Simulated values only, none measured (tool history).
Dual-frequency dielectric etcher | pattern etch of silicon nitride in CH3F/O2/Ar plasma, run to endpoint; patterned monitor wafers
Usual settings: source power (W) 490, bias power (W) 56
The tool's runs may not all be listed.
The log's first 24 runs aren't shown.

run,hour,source power (W),bias power (W),"incoming incoming film thickness, nm",endpoint time (s)
25,284.7,390,49,30.19,44.0
26,300.5,380,48,30.40,45.5
27,314.9,490,56,30.57,39.0
28,344.2,490,56,30.35,39.3
29,357.6,490,56,29.98,39.1
30,370.1,550,69,30.35,35.5
31,386.8,610,56,30.59,35.8
32,400.1,490,56,30.65,40.0
33,408.4,450,56,30.15,40.3
34,415.2,490,65,30.30,37.3
35,430.6,410,49,30.58,45.5

4 ways to go on from here, each from the tool as it stands after run 35. What would each give?
A,431.0,490,56,30.35,?
B,431.0,390,56,30.35,?
C,431.0,410,50,30.35,?
D,431.0,530,56,30.35,?

run,endpoint time (s)
A,39.3
B,43.6
C,44.0
D,37.9
Without the tool's hidden state the same runs would have given:
run,endpoint time (s)
A,38.3
B,42.5
C,42.9
D,37.0
